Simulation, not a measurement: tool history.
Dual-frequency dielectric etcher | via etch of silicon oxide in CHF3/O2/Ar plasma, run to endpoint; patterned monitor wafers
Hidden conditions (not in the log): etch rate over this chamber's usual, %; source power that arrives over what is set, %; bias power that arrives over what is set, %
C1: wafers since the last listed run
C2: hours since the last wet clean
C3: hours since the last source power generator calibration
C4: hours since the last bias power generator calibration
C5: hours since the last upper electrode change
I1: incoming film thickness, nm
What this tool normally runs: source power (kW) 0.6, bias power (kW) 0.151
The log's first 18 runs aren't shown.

Run 19, hour 962: usual settings but source power (kW) 0.52, bias power (kW) 0.177; C1 206; C2 132.6; C3 580.4; C4 3837.3; C5 195.4; I1 723.4. Result: endpoint time (s) 398.4.
Run 20, hour 990.7: usual settings but source power (kW) 0.47, bias power (kW) 0.137; C1 135; C2 161.3; C3 609.1; C4 3866; C5 224.1; I1 716. Result: endpoint time (s) 447.6.
At hour 1012.1: bias power generator calibrated.
Run 21, hour 1047: usual settings; C1 246; C2 217.6; C3 665.4; C4 34.9; C5 280.4; I1 717.6. Result: endpoint time (s) 373.7.
Run 22, hour 1114.3: usual settings; C1 316; C2 284.9; C3 732.7; C4 102.2; C5 347.7; I1 723.7. Result: endpoint time (s) 375.1.
Run 23, hour 1161.2: usual settings; C1 220; C2 331.8; C3 779.6; C4 149.1; C5 394.6; I1 714.4. Result: endpoint time (s) 379.2.
Run 24, hour 1222.6: usual settings but source power (kW) 0.68, bias power (kW) 0.13; C1 289; C2 393.2; C3 841; C4 210.5; C5 456; I1 720.5. Result: endpoint time (s) 366.9.
Run 25, hour 1262.1: usual settings; C1 185; C2 432.7; C3 880.5; C4 250; C5 495.5; I1 715.1. Result: endpoint time (s) 374.8.
Run 26, hour 1293.2: usual settings but source power (kW) 0.47, bias power (kW) 0.124; C1 146; C2 463.8; C3 911.6; C4 281.1; C5 526.6; I1 724. Result: endpoint time (s) 470.9.
Run 27, hour 1330.5: usual settings but source power (kW) 0.49, bias power (kW) 0.183; C1 175; C2 501.1; C3 948.9; C4 318.4; C5 563.9; I1 718.9. Result: endpoint time (s) 407.8.
Run 28, hour 1385: usual settings; C1 256; C2 555.6; C3 1003.4; C4 372.9; C5 618.4; I1 713.1. Result: endpoint time (s) 374.2.
At hour 1415.4: wet clean of the chamber.
Run 29, hour 1455: usual settings; C1 216; C2 39.6; C3 1073.4; C4 442.9; C5 688.4; I1 722.6. Result: endpoint time (s) 376.8.
Run 30, hour 1487.2: usual settings but source power (kW) 0.71, bias power (kW) 0.114; C1 151; C2 71.8; C3 1105.6; C4 475.1; C5 720.6; I1 724.1. Result: endpoint time (s) 369.2.
Run 31, hour 1547.9: usual settings but source power (kW) 0.46, bias power (kW) 0.167; C1 285; C2 132.5; C3 1166.3; C4 535.8; C5 781.3; I1 713.2. Result: endpoint time (s) 430.3.
Run 32, hour 1579.6: usual settings but source power (kW) 0.73, bias power (kW) 0.139; C1 149; C2 164.2; C3 1198; C4 567.5; C5 813; I1 719. Result: endpoint time (s) 341.1.
Run 33, hour 1606.1: usual settings but bias power (kW) 0.123; C1 124; C2 190.7; C3 1224.5; C4 594; C5 839.5; I1 715.4. Result: endpoint time (s) 396.9.
Run 34, hour 1681.5: usual settings but source power (kW) 0.49, bias power (kW) 0.128; C1 354; C2 266.1; C3 1299.9; C4 669.4; C5 914.9; I1 718.6. Result: endpoint time (s) 454.1.
Run 35, hour 1712.4: usual settings but source power (kW) 0.51, bias power (kW) 0.133; C1 145; C2 297; C3 1330.8; C4 700.3; C5 945.8; I1 714.8. Result: endpoint time (s) 429.4.

Forecast each of these 4 alternatives for the next run:
Run A, hour 1712.9: usual settings; C1 2; C2 297.5; C3 1331.3; C4 700.8; C5 946.3; I1 721.8. Result: endpoint time (s) ?.
Run B, hour 1712.9: usual settings but source power (kW) 0.68, bias power (kW) 0.135; C1 2; C2 297.5; C3 1331.3; C4 700.8; C5 946.3; I1 721.8. Result: endpoint time (s) ?.
Run C, hour 1712.9: usual settings but source power (kW) 0.55; C1 2; C2 297.5; C3 1331.3; C4 700.8; C5 946.3; I1 721.8. Result: endpoint time (s) ?.
Run D, hour 1712.9: usual settings but source power (kW) 0.47, bias power (kW) 0.173; C1 2; C2 297.5; C3 1331.3; C4 700.8; C5 946.3; I1 721.8. Result: endpoint time (s) ?.

run  endpoint time (s)
  A              377.5
  B              361.2
  C                399
  D                427
Take away the tool's hidden state, keep each run's random variation, and the runs would have read:
run  endpoint time (s)
  A              377.5
  B              361.2
  C                399
  D                427
